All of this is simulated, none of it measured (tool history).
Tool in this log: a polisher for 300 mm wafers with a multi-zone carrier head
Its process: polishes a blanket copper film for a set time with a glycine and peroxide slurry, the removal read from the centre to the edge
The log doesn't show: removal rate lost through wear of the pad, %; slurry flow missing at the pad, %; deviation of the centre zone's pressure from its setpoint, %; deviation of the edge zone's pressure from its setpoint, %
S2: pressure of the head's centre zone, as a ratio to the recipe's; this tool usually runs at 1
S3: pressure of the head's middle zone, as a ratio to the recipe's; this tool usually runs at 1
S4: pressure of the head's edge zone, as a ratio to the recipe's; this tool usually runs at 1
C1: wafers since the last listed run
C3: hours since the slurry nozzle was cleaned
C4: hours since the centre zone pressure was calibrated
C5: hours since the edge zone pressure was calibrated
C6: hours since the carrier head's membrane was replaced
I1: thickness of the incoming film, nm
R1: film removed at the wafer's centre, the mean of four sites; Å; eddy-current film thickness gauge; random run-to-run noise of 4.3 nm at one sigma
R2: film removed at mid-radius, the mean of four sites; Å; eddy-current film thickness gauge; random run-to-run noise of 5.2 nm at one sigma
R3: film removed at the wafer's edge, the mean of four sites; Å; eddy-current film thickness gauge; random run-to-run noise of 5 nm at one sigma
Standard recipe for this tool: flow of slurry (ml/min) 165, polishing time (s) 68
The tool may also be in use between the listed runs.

Run 1, hour 0: usual settings; C1 0; wafers polished on this pad 1992; C3 500; C4 108.2; C5 125.1; C6 900.8; I1 2320. Result: R1 3447 Å, R2 3437 Å, R3 3460 Å.
At hour 46.5: worn pad replaced by a new one.
Run 2, hour 65.8: usual settings; C1 552; wafers polished on this pad 172; C3 565.8; C4 174; C5 190.9; C6 966.6; I1 2310.5. Result: R1 3442 Å, R2 3380 Å, R3 3435 Å.
At hour 93: slurry nozzle cleaned.
Run 3, hour 251.6: usual settings; C1 1652; wafers polished on this pad 1824; C3 158.6; C4 359.8; C5 376.7; C6 1152.4; I1 2353. Result: R1 3436 Å, R2 3511 Å, R3 3454 Å.
Run 4, hour 292.5: usual settings; C1 365; wafers polished on this pad 2190; C3 199.5; C4 400.7; C5 417.6; C6 1193.3; I1 2370. Result: R1 3348 Å, R2 3422 Å, R3 3513 Å.
At hour 313: worn pad replaced by a new one.
Run 5, hour 346.8: usual settings; C1 449; wafers polished on this pad 302; C3 253.8; C4 455; C5 471.9; C6 1247.6; I1 2398.6. Result: R1 3387 Å, R2 3437 Å, R3 3482 Å.
Run 6, hour 410.6: usual settings; C1 570; wafers polished on this pad 872; C3 317.6; C4 518.8; C5 535.7; C6 1311.4; I1 2358.8. Result: R1 3280 Å, R2 3403 Å, R3 3397 Å.
Run 7, hour 468.6: usual settings but S3 0.91; C1 518; wafers polished on this pad 1391; C3 375.6; C4 576.8; C5 593.7; C6 1369.4; I1 2351.2. Result: R1 3388 Å, R2 3325 Å, R3 3527 Å.
Run 8, hour 518.8: usual settings but S3 0.91; C1 448; wafers polished on this pad 1840; C3 425.8; C4 627; C5 643.9; C6 1419.6; I1 2382.2. Result: R1 3359 Å, R2 3182 Å, R3 3510 Å.
At hour 545.1: worn pad replaced by a new one.
Run 9, hour 587.9: usual settings but S3 0.91; C1 582; wafers polished on this pad 382; C3 494.9; C4 696.1; C5 713; C6 1488.7; I1 2316.1. Result: R1 3255 Å, R2 3285 Å, R3 3457 Å.
At hour 613.8: centre zone pressure recalibrated.
Run 10, hour 648.8: usual settings but flow of slurry (ml/min) 150, S3 1.05; C1 526; wafers polished on this pad 909; C3 555.8; C4 35; C5 773.9; C6 1549.6; I1 2319.9. Result: R1 3360 Å, R2 3583 Å, R3 3371 Å.
Run 11, hour 680.4: usual settings but S2 0.9, polishing time (s) 81; C1 282; wafers polished on this pad 1192; C3 587.4; C4 66.6; C5 805.5; C6 1581.2; I1 2347.6. Result: R1 3833 Å, R2 4199 Å, R3 4148 Å.
At hour 686.7: carrier head's membrane replaced by a new one.
At hour 696.9: slurry nozzle cleaned.
Run 12, hour 748.7: usual settings but S4 1.05, polishing time (s) 83; C1 557; wafers polished on this pad 1749; C3 51.8; C4 134.9; C5 873.8; C6 62; I1 2336. Result: R1 4211 Å, R2 4246 Å, R3 4282 Å.
Run 13, hour 804: usual settings; C1 494; wafers polished on this pad 2243; C3 107.1; C4 190.2; C5 929.1; C6 117.3; I1 2363.2. Result: R1 3418 Å, R2 3401 Å, R3 3535 Å.
At hour 812.4: worn pad replaced by a new one.
Run 14, hour 868: usual settings but flow of slurry (ml/min) 115, S2 0.92, polishing time (s) 55; C1 536; wafers polished on this pad 497; C3 171.1; C4 254.2; C5 993.1; C6 181.3; I1 2368.2. Result: R1 2353 Å, R2 2602 Å, R3 2695 Å.
Run 15, hour 901.3: usual settings but flow of slurry (ml/min) 220, S2 0.9, S3 1.04, polishing time (s) 48; C1 297; wafers polished on this pad 794; C3 204.4; C4 287.5; C5 1026.4; C6 214.6; I1 2347.2. Result: R1 2335 Å, R2 2629 Å, R3 2484 Å.
At hour 912.5: edge zone pressure recalibrated.
Run 16, hour 948.9: usual settings but S4 1.08, polishing time (s) 59; C1 407; wafers polished on this pad 1202; C3 252; C4 335.1; C5 36.4; C6 262.2; I1 2379.6. Result: R1 2924 Å, R2 2976 Å, R3 3109 Å.
Run 17, hour 988.6: usual settings; C1 354; wafers polished on this pad 1557; C3 291.7; C4 374.8; C5 76.1; C6 301.9; I1 2377.2. Result: R1 3391 Å, R2 3522 Å, R3 3509 Å.
Run 18, hour 1057.7: usual settings but S3 0.92; C1 617; wafers polished on this pad 2175; C3 360.8; C4 443.9; C5 145.2; C6 371; I1 2317.1. Result: R1 3369 Å, R2 3241 Å, R3 3525 Å.
At hour 1103: worn pad replaced by a new one.
Run 19, hour 1103.5: usual settings; C1 373; wafers polished on this pad 4; C3 406.6; C4 489.7; C5 191; C6 416.8; I1 2338.5. Result: R1 3323 Å, R2 3489 Å, R3 3515 Å.
Run 20, hour 1170.9: usual settings but S3 1.08, polishing time (s) 52; C1 602; wafers polished on this pad 606; C3 474; C4 557.1; C5 258.4; C6 484.2; I1 2318.8. Result: R1 2553 Å, R2 2721 Å, R3 2673 Å.
Run 21, hour 1212.9: usual settings but S3 1.06; C1 375; wafers polished on this pad 982; C3 516; C4 599.1; C5 300.4; C6 526.2; I1 2362.8. Result: R1 3221 Å, R2 3583 Å, R3 3518 Å.

Consider 5 possible next runs. They are alternatives, not a sequence: every one starts from the tool as it was left by run 21. What does each give?
Run A, hour 1213.4: usual settings but S4 0.91; C1 4; wafers polished on this pad 986; C3 516.5; C4 599.6; C5 300.9; C6 526.7; I1 2338. Result: R1 ?, R2 ?, R3 ?.
Run B, hour 1213.4: usual settings but S4 0.9; C1 4; wafers polished on this pad 986; C3 516.5; C4 599.6; C5 300.9; C6 526.7; I1 2338. Result: R1 ?, R2 ?, R3 ?.
Run C, hour 1213.4: usual settings but polishing time (s) 50; C1 4; wafers polished on this pad 986; C3 516.5; C4 599.6; C5 300.9; C6 526.7; I1 2338. Result: R1 ?, R2 ?, R3 ?.
Run D, hour 1213.4: usual settings but S3 0.94, S4 0.96; C1 4; wafers polished on this pad 986; C3 516.5; C4 599.6; C5 300.9; C6 526.7; I1 2338. Result: R1 ?, R2 ?, R3 ?.
Run E, hour 1213.4: usual settings but flow of slurry (ml/min) 220, S2 1.09; C1 4; wafers polished on this pad 986; C3 516.5; C4 599.6; C5 300.9; C6 526.7; I1 2338. Result: R1 ?, R2 ?, R3 ?.

run    R1    R2    R3
  A  3362  3535  3277
  B  3362  3535  3260
  C  2472  2599  2519
  D  3361  3423  3361
  E  3800  3704  3548
Had the tool no hidden state, the same runs would have come out as:
run    R1    R2    R3
  A  3529  3534  3277
  B  3529  3534  3260
  C  2595  2598  2519
  D  3528  3422  3361
  E  3988  3703  3548

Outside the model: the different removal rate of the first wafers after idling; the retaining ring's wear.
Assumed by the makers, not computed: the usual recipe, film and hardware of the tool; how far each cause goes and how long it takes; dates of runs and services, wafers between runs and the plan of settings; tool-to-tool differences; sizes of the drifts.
